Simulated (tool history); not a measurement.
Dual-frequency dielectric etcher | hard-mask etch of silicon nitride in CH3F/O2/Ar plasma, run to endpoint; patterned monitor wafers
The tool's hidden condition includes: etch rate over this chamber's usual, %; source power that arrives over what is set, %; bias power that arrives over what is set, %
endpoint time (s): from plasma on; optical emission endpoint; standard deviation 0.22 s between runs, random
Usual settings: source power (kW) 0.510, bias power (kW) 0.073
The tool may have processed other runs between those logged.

run   hour  source power (kW)  bias power (kW)  wafers since the last listed run  hours since the last wet clean  hours since the last source power generator calibration  hours since the last bias power generator calibration  hours since the last upper electrode change  incoming incoming film thickness, nm  endpoint time (s)
  1    0.0              0.510            0.073                                 0                           327.0                                                   2455.1                                                 1283.4                                       5491.4                                 27.09               36.1
  2   31.2              0.510            0.073                               221                           358.2                                                   2486.3                                                 1314.6                                       5522.6                                 26.97               35.9
  3   46.3              0.510            0.061                               107                           373.3                                                   2501.4                                                 1329.7                                       5537.7                                 27.06               38.6
  4   80.4              0.510            0.073                               242                           407.4                                                   2535.5                                                 1363.8                                       5571.8                                 26.77               35.9
  5  110.0              0.510            0.073                               210                           437.0                                                   2565.1                                                 1393.4                                       5601.4                                 27.04               36.5
  6  123.2              0.510            0.073                                93                           450.2                                                   2578.3                                                 1406.6                                       5614.6                                 27.27               36.3
  7  154.3              0.450            0.073                               221                           481.3                                                   2609.4                                                 1437.7                                       5645.7                                 27.53               38.4
  8  181.3              0.560            0.073                               192                           508.3                                                   2636.4                                                 1464.7                                       5672.7                                 26.75               34.7
     220.5  -- wet clean of the chamber
  9  221.0              0.510            0.073                               111                             0.5                                                   2676.1                                                 1504.4                                       5712.4                                 27.01               35.1
 10  221.3              0.510            0.073                                 2                             0.8                                                   2676.4                                                 1504.7                                       5712.7                                 27.13               35.1
     260.3  -- upper electrode replaced
 11  260.8              0.510            0.073                               110                            40.3                                                   2715.9                                                 1544.2                                          0.5                                 26.98               35.5
 12  275.5              0.510            0.073                               104                            55.0                                                   2730.6                                                 1558.9                                         15.2                                 26.83               35.2
 13  309.0              0.600            0.078                               238                            88.5                                                   2764.1                                                 1592.4                                         48.7                                 26.95               32.6
 14  331.5              0.510            0.073                               160                           111.0                                                   2786.6                                                 1614.9                                         71.2                                 26.74               35.2
 15  360.6              0.410            0.083                               206                           140.1                                                   2815.7                                                 1644.0                                        100.3                                 27.11               36.6
 16  393.7              0.510            0.073                               235                           173.2                                                   2848.8                                                 1677.1                                        133.4                                 27.32               35.6
 17  423.3              0.580            0.058                               210                           202.8                                                   2878.4                                                 1706.7                                        163.0                                 27.26               37.8

Estimate the outcome of run 18 from the log above:
 18  447.7              0.390            0.068                               173                           227.2                                                   2902.8                                                 1731.1                                        187.4                                 26.93                  ?

{"run 18": {"endpoint time (s)": 39.4}}
If the tool had no hidden condition, the same run with the same run-to-run variation would have returned endpoint time (s) 38.6.

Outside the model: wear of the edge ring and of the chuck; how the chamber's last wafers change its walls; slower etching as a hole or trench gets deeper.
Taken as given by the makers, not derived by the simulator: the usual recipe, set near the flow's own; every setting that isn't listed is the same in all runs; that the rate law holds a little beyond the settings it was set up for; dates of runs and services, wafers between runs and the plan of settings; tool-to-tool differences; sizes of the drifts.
